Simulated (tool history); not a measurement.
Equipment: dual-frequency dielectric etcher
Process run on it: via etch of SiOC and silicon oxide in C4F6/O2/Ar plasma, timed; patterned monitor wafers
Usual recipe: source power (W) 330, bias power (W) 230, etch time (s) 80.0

run   hour  source power (W)  bias power (W)  etch time (s)  wafers since the last listed run  hours since the last wet clean  hours since the last source power generator calibration  hours since the last bias power generator calibration  hours since the last upper electrode change  hours since the gauge calibration  read-back reference wafer on the same gauge, depth_nm  mean etch depth across the wafer (Å)
  1    0.0               330             230           80.0                                 0                             0.8                                                   1850.5                                                 1467.0                                       4787.5                              702.1                                                   89.7                                   860
  2   51.1               330             230           80.0                               435                            51.9                                                   1901.6                                                 1518.1                                       4838.6                              753.2                                                   89.7                                   863
  3   64.6               330             230           80.0                               115                            65.4                                                   1915.1                                                 1531.6                                       4852.1                              766.7                                                   89.6                                   861
  4   74.8               330             211           87.0                                86                            75.6                                                   1925.3                                                 1541.8                                       4862.3                              776.9                                                   89.7                                   913
  5   83.8               330             230           62.0                                76                            84.6                                                   1934.3                                                 1550.8                                       4871.3                              785.9                                                   89.7                                   658
  6   92.6               330             273           80.0                                75                            93.4                                                   1943.1                                                 1559.6                                       4880.1                              794.7                                                   89.8                                   908
  7  110.2               330             230           80.0                               150                           111.0                                                   1960.7                                                 1577.2                                       4897.7                              812.3                                                   89.7                                   855
     113.0  -- gauge calibrated
  8  122.2               330             230           80.0                               102                           123.0                                                   1972.7                                                 1589.2                                       4909.7                                9.2                                                   89.7                                   857
  9  137.6               330             230           80.0                               131                           138.4                                                   1988.1                                                 1604.6                                       4925.1                               24.6                                                   89.8                                   864
     152.0  -- bias power generator calibrated
 10  152.5               250             174           80.0                                92                           153.3                                                   2003.0                                                    0.5                                       4940.0                               39.5                                                   89.6                                   725
     169.3  -- source power generator calibrated
 11  169.8               390             176           68.0                               113                           170.6                                                      0.5                                                   17.8                                       4957.3                               56.8                                                   89.6                                   717
 12  174.5               330             230           93.0                                40                           175.3                                                      5.2                                                   22.5                                       4962.0                               61.5                                                   89.7                                  1001
     218.7  -- upper electrode replaced
 13  224.8               400             283           71.5                               224                           225.6                                                     55.5                                                   72.8                                          6.1                              111.8                                                   89.9                                   864
 14  233.0               330             230           80.0                                69                           233.8                                                     63.7                                                   81.0                                         14.3                              120.0                                                   89.7                                   863
 15  244.9               380             196           62.5                               101                           245.7                                                     75.6                                                   92.9                                         26.2                              131.9                                                   89.7                                   668
 16  252.6               350             230           80.0                                65                           253.4                                                     83.3                                                  100.6                                         33.9                              139.6                                                   89.7                                   874
 17  263.0               330             230           80.0                                88                           263.8                                                     93.7                                                  111.0                                         44.3                              150.0                                                   89.7                                   857
 18  269.1               330             230           80.0                                52                           269.9                                                     99.8                                                  117.1                                         50.4                              156.1                                                   89.7                                   852
 19  277.3               330             230           93.0                                69                           278.1                                                    108.0                                                  125.3                                         58.6                              164.3                                                   89.8                                   992
 20  292.2               360             230          103.0                               127                           293.0                                                    122.9                                                  140.2                                         73.5                              179.2                                                   89.7                                  1136
     322.8  -- wet clean of the chamber
 21  323.3               290             230           80.0                                60                             0.5                                                    154.0                                                  171.3                                        104.6                              210.3                                                   89.7                                   825
 22  356.5               330             277           80.0                               283                            33.7                                                    187.2                                                  204.5                                        137.8                              243.5                                                   89.8                                   912
 23  365.8               370             209           97.0                                79                            43.0                                                    196.5                                                  213.8                                        147.1                              252.8                                                   89.7                                  1051
 24  382.7               370             191           80.0                               144                            59.9                                                    213.4                                                  230.7                                        164.0                              269.7                                                   89.7                                   839
 25  391.2               330             230           80.0                                72                            68.4                                                    221.9                                                  239.2                                        172.5                              278.2                                                   89.6                                   860
 26  408.3               360             263           91.0                               145                            85.5                                                    239.0                                                  256.3                                        189.6                              295.3                                                   89.8                                  1050
 27  433.8               330             273           98.5                               217                           111.0                                                    264.5                                                  281.8                                        215.1                              320.8                                                   89.6                                  1121
 28  441.3               270             230           80.0                                63                           118.5                                                    272.0                                                  289.3                                        222.6                              328.3                                                   89.8                                   798
 29  458.2               260             274           80.0                               144                           135.4                                                    288.9                                                  306.2                                        239.5                              345.2                                                   89.6                                   835
 30  474.8               330             211           80.0                               141                           152.0                                                    305.5                                                  322.8                                        256.1                              361.8                                                   89.7                                   831
 31  485.5               290             201           80.0                                91                           162.7                                                    316.2                                                  333.5                                        266.8                              372.5                                                   89.8                                   794

How the hidden state differs across the entries between the runs, from the last listed run before each to the first after it:
Logged between run 7 and run 8: gauge calibrated (hour 113.0)
  the hidden state is the same at both runs
Logged between run 9 and run 10: bias power generator calibrated (hour 152.0)
  the hidden state is the same at both runs
Logged between run 10 and run 11: source power generator calibrated (hour 169.3)
  the hidden state is the same at both runs
Logged between run 12 and run 13: upper electrode replaced (hour 218.7)
  the hidden state is the same at both runs
Logged between run 20 and run 21: wet clean of the chamber (hour 322.8)
  the hidden state is the same at both runs

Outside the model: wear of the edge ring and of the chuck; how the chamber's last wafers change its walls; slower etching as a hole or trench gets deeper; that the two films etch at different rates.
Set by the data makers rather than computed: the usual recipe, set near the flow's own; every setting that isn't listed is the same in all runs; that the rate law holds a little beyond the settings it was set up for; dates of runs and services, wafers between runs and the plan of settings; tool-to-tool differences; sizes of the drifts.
